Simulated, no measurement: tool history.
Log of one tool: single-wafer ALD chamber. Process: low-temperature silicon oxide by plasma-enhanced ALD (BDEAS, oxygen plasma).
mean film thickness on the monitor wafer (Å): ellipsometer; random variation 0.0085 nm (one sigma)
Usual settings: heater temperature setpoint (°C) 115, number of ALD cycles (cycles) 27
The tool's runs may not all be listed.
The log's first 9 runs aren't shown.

run,hour,heater temperature setpoint (°C),number of ALD cycles (cycles),wafers since the last listed run,hours since the last thermocouple change,hours since the gauge calibration,"read-back reference wafer on the same gauge, thickness_nm",mean film thickness on the monitor wafer (Å)
10,1033.9,115,27,1104,1179.6,3189.2,3.172,34
11,1306,105,25,3231,1451.7,3461.3,3.169,31.91
12,1359,115,27,629,1504.7,3514.3,3.171,33.83
13,1399.8,115,24,484,1545.5,3555.1,3.17,29.94
14,1507.5,115,24,1279,1653.2,3662.8,3.167,30.12
15,1556.8,115,27,585,1702.5,3712.1,3.171,33.7
# hour 1578.8: gauge calibrated
16,1618.6,115,27,733,1764.3,39.8,3.171,33.83
17,1720,115,27,1204,1865.7,141.2,3.17,33.5
# hour 1741.6: thermocouple changed; heater temperature recalibrated
18,1793.7,115,27,780,52.1,214.9,3.169,34.14
19,1835.4,115,27,495,93.8,256.6,3.171,34.15
20,1904.9,115,27,825,163.3,326.1,3.171,34.22
21,2217,115,27,3706,475.4,638.2,3.171,34.06
22,2323.1,109,27,1260,581.5,744.3,3.171,34.45
23,2421.4,125,24,1167,679.8,842.6,3.171,29.69
24,2493.3,127,30,853,751.7,914.5,3.169,37.06
25,2533.7,106,27,479,792.1,954.9,3.171,34.75
26,2570.5,115,29,437,828.9,991.7,3.171,36.64
27,2662.7,115,30,1094,921.1,1083.9,3.171,37.98

The next listed run, before its measurement:
28,2757.7,102,30,1128,1016.1,1178.9,?,?

Run 28 gave read-back reference wafer on the same gauge, thickness_nm 3.17, mean film thickness on the monitor wafer (Å) 38.65.
Without the tool's hidden state the same run would have given mean film thickness on the monitor wafer (Å) 38.76.
